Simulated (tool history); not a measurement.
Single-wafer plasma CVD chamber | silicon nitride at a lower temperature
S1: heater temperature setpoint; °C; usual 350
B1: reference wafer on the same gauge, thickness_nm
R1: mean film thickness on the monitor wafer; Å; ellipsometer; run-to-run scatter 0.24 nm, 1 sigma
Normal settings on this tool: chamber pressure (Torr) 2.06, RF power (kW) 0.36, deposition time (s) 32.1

Run 1, hour 0: usual settings but deposition time (s) 33.4; B1 43.286. Result: R1 480.23 Å.
Run 2, hour 55.1: usual settings but deposition time (s) 33.4; B1 43.216. Result: R1 480.46 Å.
Run 3, hour 115.9: usual settings but S1 342 °C; B1 43.258. Result: R1 457.2 Å.
Run 4, hour 205.6: usual settings but S1 342 °C; B1 43.226. Result: R1 458.25 Å.
Run 5, hour 272.6: usual settings but deposition time (s) 26.2; B1 43.213. Result: R1 370.77 Å.
Run 6, hour 351: usual settings but S1 362 °C, chamber pressure (Torr) 1.71, RF power (kW) 0.41; B1 43.202. Result: R1 462.43 Å.
At hour 466.7: gauge calibrated.
At hour 497.5: thermocouple changed; heater temperature recalibrated.
At hour 533.6: showerhead replaced.
Run 7, hour 624.4: usual settings but deposition time (s) 30.3; B1 43.176. Result: R1 422.59 Å.
Run 8, hour 671.6: usual settings; B1 43.174. Result: R1 445.01 Å.
Run 9, hour 769.9: usual settings; B1 43.23. Result: R1 443.52 Å.
Run 10, hour 813.8: usual settings but RF power (kW) 0.415; B1 43.128. Result: R1 491.34 Å.
Run 11, hour 918.9: usual settings; B1 43.153. Result: R1 444.36 Å.
Run 12, hour 1002.2: usual settings but chamber pressure (Torr) 2.23; B1 43.158. Result: R1 461.82 Å.
At hour 1016.6: capacitance manometer re-zeroed and calibrated.
Run 13, hour 1096.6: usual settings; B1 43.21. Result: R1 446.36 Å.
Run 14, hour 1166.5: usual settings but chamber pressure (Torr) 2.23; B1 43.169. Result: R1 453.18 Å.
Run 15, hour 1269: usual settings; B1 43.273. Result: R1 439.41 Å.
Run 16, hour 1327.7: usual settings but chamber pressure (Torr) 1.57; B1 43.182. Result: R1 404.35 Å.
At hour 1439.9: thermocouple changed; heater temperature recalibrated.
Run 17, hour 1529: usual settings but deposition time (s) 35.5; B1 43.228. Result: R1 491.86 Å.
Run 18, hour 1576.8: usual settings; B1 43.186. Result: R1 440.73 Å.
Run 19, hour 1627: usual settings; B1 43.142. Result: R1 447.04 Å.
Run 20, hour 1723.6: usual settings but S1 359 °C, chamber pressure (Torr) 1.71, deposition time (s) 29.3; B1 43.231. Result: R1 381.28 Å.
Run 21, hour 1800.6: usual settings but RF power (kW) 0.32, deposition time (s) 36.7; B1 43.181. Result: R1 466.76 Å.
Run 22, hour 1839: usual settings; B1 43.217. Result: R1 441.19 Å.
Run 23, hour 1928.2: usual settings but chamber pressure (Torr) 2.2, deposition time (s) 35.7; B1 43.265. Result: R1 502.45 Å.
Run 24, hour 1975.6: usual settings; B1 43.196. Result: R1 439.61 Å.
Run 25, hour 2076.4: usual settings but S1 337 °C, chamber pressure (Torr) 2.24, RF power (kW) 0.29, deposition time (s) 28.8; B1 43.214. Result: R1 353.2 Å.
Run 26, hour 2190.2: usual settings but S1 336 °C, chamber pressure (Torr) 2.32, RF power (kW) 0.335; B1 43.193. Result: R1 439.33 Å.
At hour 2256.8: RF generator calibrated.
Run 27, hour 2293.6: usual settings but S1 342 °C, RF power (kW) 0.31; B1 43.198. Result: R1 418.97 Å.

Alternative continuations, all from the tool just after run 27; predict every row:
Run A, hour 2294: usual settings; B1 ?. Result: R1 ?.
Run B, hour 2294: usual settings but S1 365 °C, chamber pressure (Torr) 2.37, RF power (kW) 0.42, deposition time (s) 27.3; B1 ?. Result: R1 ?.
Run C, hour 2294: usual settings but chamber pressure (Torr) 1.9; B1 ?. Result: R1 ?.
Run D, hour 2294: usual settings but S1 357 °C, chamber pressure (Torr) 1.67, RF power (kW) 0.42, deposition time (s) 36.1; B1 ?. Result: R1 ?.
Run E, hour 2294: usual settings but S1 335 °C, chamber pressure (Torr) 1.88, deposition time (s) 36.5; B1 ?. Result: R1 ?.

run      B1      R1
  A  43.219  465.08
  B  43.219  452.67
  C  43.219   452.8
  D  43.219  534.52
  E  43.219  515.74
With the hidden condition removed and each run's random variation left untouched, the same runs would have given:
run      R1
  A  468.71
  B  455.98
  C  456.34
  D  538.43
  E  519.77
